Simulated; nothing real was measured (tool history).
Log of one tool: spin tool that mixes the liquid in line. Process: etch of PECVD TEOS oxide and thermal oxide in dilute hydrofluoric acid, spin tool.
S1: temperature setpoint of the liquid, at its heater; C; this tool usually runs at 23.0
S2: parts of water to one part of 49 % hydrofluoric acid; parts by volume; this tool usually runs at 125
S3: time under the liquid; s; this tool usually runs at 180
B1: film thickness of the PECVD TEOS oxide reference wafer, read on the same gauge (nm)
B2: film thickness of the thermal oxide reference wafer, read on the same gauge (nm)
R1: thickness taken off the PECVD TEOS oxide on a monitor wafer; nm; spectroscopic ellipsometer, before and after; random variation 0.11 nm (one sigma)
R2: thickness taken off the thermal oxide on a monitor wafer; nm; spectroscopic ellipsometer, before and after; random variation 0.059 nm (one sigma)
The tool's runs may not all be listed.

Run 1, day 0.000: usual settings; B1 109.97; B2 69.96. Result: R1 24.15 nm, R2 6.16 nm.
Run 2, day 0.629: usual settings; B1 110.01; B2 69.99. Result: R1 23.91 nm, R2 6.18 nm.
Run 3, day 1.562: usual settings; B1 109.98; B2 69.99. Result: R1 23.86 nm, R2 6.08 nm.
Run 4, day 4.983: usual settings; B1 110.00; B2 70.00. Result: R1 23.91 nm, R2 6.06 nm.
Run 5, day 5.542: usual settings; B1 109.98; B2 69.97. Result: R1 23.72 nm, R2 6.07 nm.
Run 6, day 6.679: usual settings; B1 109.99; B2 69.98. Result: R1 24.00 nm, R2 6.07 nm.
Run 7, day 9.571: usual settings; B1 110.00; B2 69.96. Result: R1 23.75 nm, R2 6.07 nm.
Run 8, day 10.675: usual settings; B1 110.00; B2 70.01. Result: R1 23.96 nm, R2 6.08 nm.
Run 9, day 11.742: usual settings; B1 110.01; B2 69.97. Result: R1 23.72 nm, R2 6.06 nm.
Run 10, day 12.421: usual settings; B1 110.00; B2 69.99. Result: R1 23.75 nm, R2 6.13 nm.
At day 12.596: thermometer replaced.
Run 11, day 13.850: usual settings; B1 109.98; B2 70.01. Result: R1 21.70 nm, R2 5.55 nm.
Run 12, day 15.054: usual settings; B1 110.01; B2 69.99. Result: R1 21.77 nm, R2 5.52 nm.
Run 13, day 15.612: usual settings but S3 80 s; B1 109.98; B2 69.99. Result: R1 9.70 nm, R2 2.46 nm.
Run 14, day 17.029: usual settings; B1 110.01; B2 69.97. Result: R1 21.91 nm, R2 5.59 nm.
At day 18.004: gauge calibrated.
Run 15, day 18.158: usual settings; B1 110.00; B2 70.02. Result: R1 21.69 nm, R2 5.62 nm.
At day 18.417: hydrofluoric acid flow meter replaced.
Run 16, day 19.388: usual settings but S3 210 s; B1 109.99; B2 70.04. Result: R1 27.75 nm, R2 6.97 nm.
Run 17, day 20.388: usual settings; B1 110.00; B2 69.96. Result: R1 23.69 nm, R2 6.05 nm.
Run 18, day 20.971: usual settings but S1 21.5 C; B1 110.02; B2 70.00. Result: R1 22.19 nm, R2 5.60 nm.
Run 19, day 22.108: usual settings but S3 120 s; B1 110.02; B2 70.03. Result: R1 15.77 nm, R2 3.98 nm.
Run 20, day 23.000: usual settings but S2 175 parts by volume, S3 240 s; B1 110.00; B2 70.05. Result: R1 21.37 nm, R2 5.40 nm.
Run 21, day 23.533: usual settings but S2 155 parts by volume, S3 95 s; B1 109.98; B2 69.96. Result: R1 9.75 nm, R2 2.48 nm.
Run 22, day 24.412: usual settings; B1 110.00; B2 69.99. Result: R1 23.51 nm, R2 6.11 nm.
Run 23, day 25.379: usual settings but S2 65 parts by volume, S3 290 s; B1 110.01; B2 70.07. Result: R1 79.38 nm, R2 19.94 nm.
Run 24, day 26.358: usual settings but S1 26.5 C, S2 110 parts by volume, S3 240 s; B1 110.01; B2 69.99. Result: R1 41.33 nm, R2 10.60 nm.
Run 25, day 27.371: usual settings but S1 21.0 C, S2 90 parts by volume; B1 109.99; B2 70.02. Result: R1 31.74 nm, R2 7.93 nm.
Run 26, day 28.088: usual settings but S1 20.0 C, S2 80 parts by volume, S3 120 s; B1 110.00; B2 70.02. Result: R1 22.95 nm, R2 5.86 nm.

4 ways to go on from here, each from the tool as it stands after run 26. What would each give?
Run A, day 28.108: usual settings but S3 275 s; B1 ?; B2 ?. Result: R1 ?, R2 ?.
Run B, day 28.108: usual settings but S1 24.5 C, S2 170 parts by volume, S3 265 s; B1 ?; B2 ?. Result: R1 ?, R2 ?.
Run C, day 28.108: usual settings but S1 27.0 C; B1 ?; B2 ?. Result: R1 ?, R2 ?.
Run D, day 28.108: usual settings but S1 25.5 C, S2 110 parts by volume; B1 ?; B2 ?. Result: R1 ?, R2 ?.

run      B1     B2     R1    R2
  A  110.00  70.00  36.06  9.16
  B  110.00  70.00  25.68  6.52
  C  110.00  70.00  27.52  6.99
  D  110.00  70.00  30.10  7.65
With the hidden condition removed and each run's random variation left untouched, the same runs would have given:
run     R1    R2
  A  35.97  9.14
  B  25.65  6.51
  C  27.47  6.98
  D  30.03  7.63
